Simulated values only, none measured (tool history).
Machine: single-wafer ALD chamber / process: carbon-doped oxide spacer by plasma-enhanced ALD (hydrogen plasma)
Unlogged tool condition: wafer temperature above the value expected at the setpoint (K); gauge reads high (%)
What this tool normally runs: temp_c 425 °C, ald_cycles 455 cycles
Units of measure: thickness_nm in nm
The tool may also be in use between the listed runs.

run	day	temp_c	ald_cycles	wafers since the last listed run	hours since the last thermocouple change	hours since the gauge calibration	read-back reference wafer on the same gauge, thickness_nm	thickness_nm
1	0	425	455	0	2217.8	48.9	23.787	19.897
2	2.512	425	455	52	2278.1	109.2	23.795	19.961
3	3.942	425	455	29	2312.4	143.5	23.795	19.966
4	5.092	425	455	23	2340	171.1	23.799	19.908
5	6.529	425	455	29	2374.5	205.6	23.802	19.848
6	7.183	425	455	13	2390.2	221.3	23.806	19.915
7	8.146	425	395	20	2413.3	244.4	23.804	17.204
8	8.896	436	455	15	2431.3	262.4	23.811	18.98
9	9.854	425	455	19	2454.3	285.4	23.788	19.935
10	10.667	425	455	16	2473.8	304.9	23.79	20.014
# day 10.817: gauge calibrated
# day 13.304: thermocouple changed; heater temperature recalibrated
11	14.729	434	455	77	34.2	93.9	23.79	19.292
12	15.958	417	374	25	63.7	123.4	23.814	16.846
13	20.108	414	431	86	163.3	223	23.797	19.592
14	20.946	439	455	17	183.4	243.1	23.804	18.831
15	21.962	415	428	21	207.8	267.5	23.824	19.463

5 ways to go on from here, each from the tool as it stands after run 15. What would each give?
A	22.008	425	455	0	208.9	268.6	?	?
B	22.008	437	483	0	208.9	268.6	?	?
C	22.008	436	480	0	208.9	268.6	?	?
D	22.008	411	365	0	208.9	268.6	?	?
E	22.008	433	455	0	208.9	268.6	?	?

run	read-back reference wafer on the same gauge, thickness_nm	thickness_nm
A	23.791	19.884
B	23.791	20.171
C	23.791	20.123
D	23.791	16.776
E	23.791	19.295
What these runs would have given with no unlogged condition in the tool:
run	thickness_nm
A	19.884
B	20.171
C	20.123
D	16.776
E	19.295
